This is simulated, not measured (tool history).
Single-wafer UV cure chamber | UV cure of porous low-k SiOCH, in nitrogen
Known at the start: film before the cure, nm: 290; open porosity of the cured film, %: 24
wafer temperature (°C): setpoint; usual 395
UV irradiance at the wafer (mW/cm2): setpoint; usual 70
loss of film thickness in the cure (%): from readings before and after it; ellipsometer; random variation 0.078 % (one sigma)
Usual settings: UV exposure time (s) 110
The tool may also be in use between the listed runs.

| run | day | wafer temperature (°C) | UV exposure time (s) | UV irradiance at the wafer (mW/cm2) | loss of film thickness in the cure (%) |
|---|---|---|---|---|---|
| 1 | 0 | 395 | 110 | 70 | 6.493 |
|  | 0.608 | quartz window cleaned |
| 2 | 1.883 | 395 | 110 | 70 | 7.36 |
| 3 | 4.554 | 395 | 110 | 70 | 7.019 |
| 4 | 6.867 | 395 | 110 | 42 | 4.9 |
| 5 | 9.05 | 395 | 110 | 42 | 4.713 |
| 6 | 16.896 | 395 | 110 | 70 | 6.479 |
| 7 | 19.033 | 395 | 125 | 70 | 7.045 |
|  | 21.488 | quartz window cleaned |
| 8 | 21.696 | 395 | 110 | 70 | 7.301 |
| 9 | 23.171 | 395 | 110 | 70 | 7.056 |
| 10 | 24.321 | 395 | 110 | 70 | 7.021 |
| 11 | 26.871 | 404 | 110 | 70 | 6.888 |
|  | 30.775 | UV bulbs replaced |
| 12 | 34.788 | 404 | 110 | 70 | 7.1 |
| 13 | 37.038 | 395 | 80 | 70 | 5.569 |
| 14 | 39.154 | 395 | 80 | 70 | 5.499 |
|  | 42.038 | quartz window cleaned |
| 15 | 42.058 | 395 | 145 | 70 | 8.849 |
| 16 | 44.192 | 395 | 145 | 70 | 8.576 |
| 17 | 46.296 | 395 | 145 | 70 | 8.236 |
| 18 | 47.942 | 395 | 110 | 70 | 7.039 |
| 19 | 50.762 | 395 | 110 | 70 | 6.869 |
| 20 | 52.104 | 395 | 110 | 70 | 6.791 |
| 21 | 54.733 | 395 | 70 | 70 | 4.845 |
| 22 | 56.288 | 379 | 110 | 40 | 4.226 |
| 23 | 59.204 | 404 | 45 | 87 | 4.204 |
|  | 61.004 | quartz window cleaned |
| 24 | 61.454 | 395 | 110 | 70 | 7.22 |
| 25 | 63.404 | 406 | 175 | 56 | 8.154 |
| 26 | 66.192 | 395 | 95 | 50 | 4.769 |
| 27 | 67.829 | 388 | 135 | 100 | 8.969 |
| 28 | 69.5 | 395 | 110 | 70 | 6.472 |
| 29 | 71.217 | 401 | 110 | 87 | 7.438 |
| 30 | 73.329 | 410 | 80 | 53 | 4.343 |
| 31 | 75.446 | 411 | 110 | 70 | 6.513 |
| 32 | 78.104 | 395 | 110 | 45 | 4.586 |
|  | 79.638 | quartz window cleaned |
| 33 | 79.662 | 395 | 110 | 70 | 7.274 |
| 34 | 80.725 | 404 | 110 | 93 | 8.498 |
| 35 | 83.154 | 395 | 110 | 70 | 6.932 |
| 36 | 85.542 | 403 | 145 | 56 | 6.983 |
| 37 | 86.733 | 381 | 175 | 42 | 6.217 |

3 ways to go on from here, each from the tool as it stands after run 37. What would each give?
| A | 86.754 | 395 | 110 | 70 | ? |
| B | 86.754 | 380 | 145 | 70 | ? |
| C | 86.754 | 384 | 110 | 70 | ? |

| run | loss of film thickness in the cure (%) |
|---|---|
| A | 6.673 |
| B | 7.607 |
| C | 6.491 |
Without the tool's hidden state the same runs would have given:
| run | loss of film thickness in the cure (%) |
|---|---|
| A | 8.088 |
| B | 9.072 |
| C | 7.894 |
